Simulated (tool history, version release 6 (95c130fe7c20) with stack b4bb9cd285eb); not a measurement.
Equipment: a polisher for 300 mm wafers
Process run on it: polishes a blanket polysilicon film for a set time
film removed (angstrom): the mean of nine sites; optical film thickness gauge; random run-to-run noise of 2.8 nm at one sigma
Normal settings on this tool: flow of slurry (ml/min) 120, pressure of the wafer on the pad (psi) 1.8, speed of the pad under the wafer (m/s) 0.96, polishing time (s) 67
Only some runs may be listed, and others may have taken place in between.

run,day,flow of slurry (ml/min),pressure of the wafer on the pad (psi),speed of the pad under the wafer (m/s),polishing time (s),wafers since the last listed run,wafers polished on this pad,hours since the slurry nozzle was cleaned,hours since the head pressure was calibrated,"incoming thickness of the incoming film, nm",film removed (angstrom)
1,0,130,1.8,0.96,67,0,91,515,1194.5,2005.1,3737
2,1.079,130,1.8,0.96,67,175,267,540.9,1220.4,2019.9,3674
3,2.175,120,1.3,0.96,67,178,446,567.2,1246.7,2034.2,2591
4,3.329,120,1.3,0.96,67,187,634,594.9,1274.4,2022.2,2638
5,4.725,120,1.3,0.96,67,227,861,628.4,1307.9,1968.6,2612
6,6.529,120,1.8,0.96,67,293,1155,671.7,1351.2,2016.8,3663
7,7.092,120,1.8,0.96,67,91,1246,685.2,1364.7,2004,3600
8,7.871,120,1.8,0.96,67,126,1373,703.9,1383.4,2026.5,3603
# day 8.242: slurry nozzle cleaned
# day 9.246: worn pad replaced by a new one, of another model than before
9,9.467,120,1.8,1.2,67,225,35,29.4,1421.7,2002,4051
10,10.688,120,1.8,0.96,67,198,234,58.7,1451,1988.6,3525
11,11.217,120,1.8,0.96,67,86,320,71.4,1463.7,1981.3,3528
12,12.354,120,1.8,0.96,67,185,505,98.7,1491,2010.6,3554
13,13.375,120,1.8,0.96,67,166,672,123.2,1515.5,2028.1,3550
14,14.158,120,1.8,0.96,67,127,799,142,1534.3,1989.9,3526
15,15.158,120,1.8,0.7,56,162,962,166,1558.3,2043.7,2496
# day 15.562: head pressure recalibrated
16,16.262,120,1.3,0.8,59,166,1128,192.5,16.8,2042.5,2212
17,17.062,145,2.3,1.18,80,130,1258,211.7,36,1997.1,5301
18,18.108,120,1.8,0.96,67,170,1429,236.8,61.1,2054,3335
# day 19.054: worn pad replaced by a new one
19,19.475,120,2.1,0.96,67,195,68,269.6,93.9,2022.2,3741
20,19.992,120,1.8,1.08,79,84,152,282,106.3,2015.2,4276
21,21.1,85,1.8,0.96,67,180,333,308.6,132.9,2031.8,3233
22,21.996,120,1.8,0.96,67,145,479,330.1,154.4,2036.5,3406
23,22.754,85,2.4,0.96,79,123,602,348.3,172.6,2014.7,4596
24,23.662,120,1.8,1.26,67,147,750,370.1,194.4,2003.8,4038
25,27.067,155,2,0.96,53,554,1304,451.8,276.1,2018.6,3006
26,28.512,120,1.8,1.28,60,235,1540,486.5,310.8,2043.2,3667
# day 29.479: worn pad replaced by a new one
27,29.842,145,1.6,0.96,67,189,58,518.4,342.7,2041.3,3247
28,31.262,145,1.8,0.96,67,231,290,552.5,376.8,1992.9,3506
29,32.508,120,1.8,1.3,85,202,493,582.4,406.7,2043.9,5240
30,33.138,120,1.8,0.96,56,102,595,597.5,421.8,1986.8,2879
31,34.3,160,1.2,0.96,67,189,784,625.4,449.7,1999.6,2847
32,35.575,90,1.8,0.96,67,207,992,656,480.3,2001.2,3322
33,36.112,120,1.3,0.78,56,87,1079,668.9,493.2,2010.2,2154
34,37.238,120,1.8,0.7,56,183,1263,695.9,520.2,2006,2432
# day 37.696: worn pad replaced by a new one
35,38.267,120,2.1,1.2,67,140,93,720.6,544.9,1990.7,4323
# day 38.45: slurry nozzle cleaned
36,39.467,120,1.8,1.14,54,188,281,24.4,573.7,2017.5,3063

How the hidden state differs across the entries between the runs, from the last listed run before each to the first after it:
In the gap between runs 8 and 9: slurry nozzle cleaned (day 8.242); worn pad replaced by a new one, of another model than before (day 9.246)
  deviation of the head's pressure from its setpoint, %: 9.77 -> 9.8
  measured less the result without the state, film removed (angstrom): +321 -> +226
In the gap between runs 15 and 16: head pressure recalibrated (day 15.562)
  deviation of the head's pressure from its setpoint, %: 9.91 -> 0.331
  measured less the result without the state, film removed (angstrom): +141 -> +5
In the gap between runs 18 and 19: worn pad replaced by a new one (day 19.054)
  deviation of the head's pressure from its setpoint, %: 1.11 -> 1.64
  measured less the result without the state, film removed (angstrom): +22 -> +37
In the gap between runs 26 and 27: worn pad replaced by a new one (day 29.479)
  deviation of the head's pressure from its setpoint, %: 4.35 -> 4.65
  measured less the result without the state, film removed (angstrom): +94 -> +88
In the gap between runs 34 and 35: worn pad replaced by a new one (day 37.696)
  deviation of the head's pressure from its setpoint, %: 6.01 -> 6.16
  measured less the result without the state, film removed (angstrom): +85 -> +155
In the gap between runs 35 and 36: slurry nozzle cleaned (day 38.45)
  deviation of the head's pressure from its setpoint, %: 6.16 -> 6.33
  measured less the result without the state, film removed (angstrom): +155 -> +113

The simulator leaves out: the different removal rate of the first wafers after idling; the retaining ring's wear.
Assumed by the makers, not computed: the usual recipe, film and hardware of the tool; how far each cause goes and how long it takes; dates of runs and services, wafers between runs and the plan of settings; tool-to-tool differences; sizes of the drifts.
